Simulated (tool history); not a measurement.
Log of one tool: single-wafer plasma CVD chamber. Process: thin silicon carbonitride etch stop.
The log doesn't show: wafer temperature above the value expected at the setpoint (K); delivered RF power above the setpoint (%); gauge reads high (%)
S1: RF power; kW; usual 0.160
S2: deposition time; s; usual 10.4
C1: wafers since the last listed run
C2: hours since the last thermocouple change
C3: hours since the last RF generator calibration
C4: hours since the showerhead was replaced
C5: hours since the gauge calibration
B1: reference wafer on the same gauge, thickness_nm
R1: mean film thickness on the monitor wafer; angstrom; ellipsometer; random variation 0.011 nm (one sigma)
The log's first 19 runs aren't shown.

run,hour,S1,S2,C1,C2,C3,C4,C5,B1,R1
20,520.0,0.160,8.3,1074,302.6,809.2,3122.6,504.1,6.597,45.10
# hour 544.1: showerhead replaced
21,544.5,0.160,10.4,579,327.1,833.7,0.4,528.6,6.597,56.59
22,576.0,0.160,8.4,1106,358.6,865.2,31.9,560.1,6.604,45.51
23,593.2,0.160,12.0,604,375.8,882.4,49.1,577.3,6.603,65.40
24,607.3,0.160,10.4,495,389.9,896.5,63.2,591.4,6.601,56.63
25,640.6,0.160,11.5,1169,423.2,929.8,96.5,624.7,6.602,62.61
26,662.2,0.160,9.8,758,444.8,951.4,118.1,646.3,6.601,53.16
# hour 687.9: RF generator calibrated
27,688.4,0.160,10.4,639,471.0,0.5,144.3,672.5,6.596,57.15
28,710.3,0.160,10.4,769,492.9,22.4,166.2,694.4,6.597,57.29
29,731.9,0.140,9.9,758,514.5,44.0,187.8,716.0,6.596,51.31
30,759.2,0.140,11.4,959,541.8,71.3,215.1,743.3,6.599,59.24
31,791.8,0.130,9.2,1145,574.4,103.9,247.7,775.9,6.601,46.45
32,811.8,0.190,11.7,702,594.4,123.9,267.7,795.9,6.603,68.70
33,840.1,0.160,10.4,994,622.7,152.2,296.0,824.2,6.599,56.96

Run 34 comes next. What will it give?
34,861.1,0.160,10.4,737,643.7,173.2,317.0,845.2,?,?

Run 34 gave B1 6.596, R1 57.11 angstrom.
Without the tool's hidden state the same run would have given R1 57.42 angstrom.
